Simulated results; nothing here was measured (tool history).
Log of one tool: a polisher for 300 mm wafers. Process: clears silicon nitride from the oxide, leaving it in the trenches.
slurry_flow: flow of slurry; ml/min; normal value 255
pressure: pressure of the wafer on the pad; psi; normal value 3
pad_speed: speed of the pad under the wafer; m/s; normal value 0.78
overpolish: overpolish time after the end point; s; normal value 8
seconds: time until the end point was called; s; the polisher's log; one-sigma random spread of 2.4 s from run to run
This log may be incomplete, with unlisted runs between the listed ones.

run    hour  slurry_flow  pressure  pad_speed  overpolish  wafers since the last listed run  wafers polished on this pad  hours since the slurry nozzle was cleaned  hours since the head pressure was calibrated  incoming thickness of the incoming film, nm  seconds
  1       0          255         3       0.86           8                                 0                          216                                       79.9                                         435.9                                        109.4    132.2
  2    56.6          255         3       0.86           8                               394                          611                                      136.5                                         492.5                                        111.1    132.6
  3    93.7          255         3       0.86           8                               258                          869                                      173.6                                         529.6                                        110.9    136.5
      172.1  -- head pressure recalibrated
  4   187.3          255         3       0.78           8                               638                         1508                                      267.2                                          15.2                                        108.3    146.7
  5   276.6          255         3       0.78           8                               622                         2131                                      356.5                                         104.5                                        109.8    164.8
      279.8  -- slurry nozzle cleaned
      354.8  -- worn pad replaced by a new one
  6     377          255         3       0.78           8                               665                          154                                       97.2                                         204.9                                        111.5    147.8
  7     466          255         3       0.78           8                               620                          775                                      186.2                                         293.9                                        109.7    146.2
  8   527.5          255         3       0.78           8                               429                         1204                                      247.7                                         355.4                                        111.2    148.5
  9   611.7          255         3       0.78           8                               587                         1791                                      331.9                                         439.6                                        112.1    159.6
      638.2  -- slurry nozzle cleaned
      645.7  -- worn pad replaced by a new one
 10   682.1          255         3       0.78           8                               456                          254                                       43.9                                           510                                          111    149.4
 11   745.2          255         3       0.78           8                               440                          694                                        107                                         573.1                                        110.4    146.3
 12   840.4          255         3       0.78           8                               664                         1358                                      202.2                                         668.3                                        109.5    153.7
      867.2  -- head pressure recalibrated
 13   910.6          330         3       0.78           8                               475                         1834                                      272.4                                          43.4                                          111    154.9
      982.8  -- slurry nozzle cleaned
       1016  -- worn pad replaced by a new one
 14  1016.5          255       2.3       0.78           8                               703                            3                                       33.7                                         149.3                                        110.9    190.9
 15  1119.7          310       3.6       0.68           8                               719                          723                                      136.9                                         252.5                                        109.7    138.4
 16  1169.5          165         3        0.7           8                               347                         1070                                      186.7                                         302.3                                        111.1    174.9
 17  1226.7          255         3       0.68           6                               399                         1469                                      243.9                                         359.5                                        110.2    175.6
     1347.5  -- slurry nozzle cleaned
     1363.5  -- worn pad replaced by a new one
 18  1404.5          230       2.2       0.78           8                              1205                          286                                         57                                         537.3                                        110.9    199.3
 19  1461.7          225       3.4       0.78           8                               399                          685                                      114.2                                         594.5                                        110.8    130.7
 20  1528.5          255         3       0.78           8                               465                         1151                                        181                                         661.3                                        111.6    154.5
     1551.3  -- head pressure recalibrated
 21  1569.4          300         3          1           8                               271                         1422                                      221.9                                          18.1                                        111.9    119.1
 22    1622          255       2.6       0.78          10                               366                         1789                                      274.5                                          70.7                                        109.9    182.6
 23    1684          255         3       0.78           8                               432                         2221                                      336.5                                         132.7                                        109.9    165.8

Below, some changes in seconds between adjacent runs. For each, the amount present without the hidden state too (settings, incoming material, random variation) and the amount remaining for the hidden state with gauge scatter not shared by both compared results:
Hidden conditions of the tool in this case: removal rate lost through wear of the pad, %; slurry flow missing at the pad, %; deviation of the head's pressure from its setpoint, %.
Run 5 -> 6: slurry nozzle cleaned, worn pad replaced by a new one. seconds -17 s: hidden state -17.5, all else +0.5.
Run 13 -> 14: slurry_flow 330 -> 255, pressure 3 -> 2.3, slurry nozzle cleaned, worn pad replaced by a new one. seconds +36 s: hidden state -12.3, all else +48.3.
Run 18 -> 19: slurry_flow 230 -> 225, pressure 2.2 -> 3.4. seconds -68.6 s: hidden state -0.2, all else -68.4.
Run 21 -> 22: slurry_flow 300 -> 255, pressure 3 -> 2.6, pad_speed 1 -> 0.78, overpolish 8 -> 10. seconds +63.5 s: hidden state +8.7, all else +54.8.
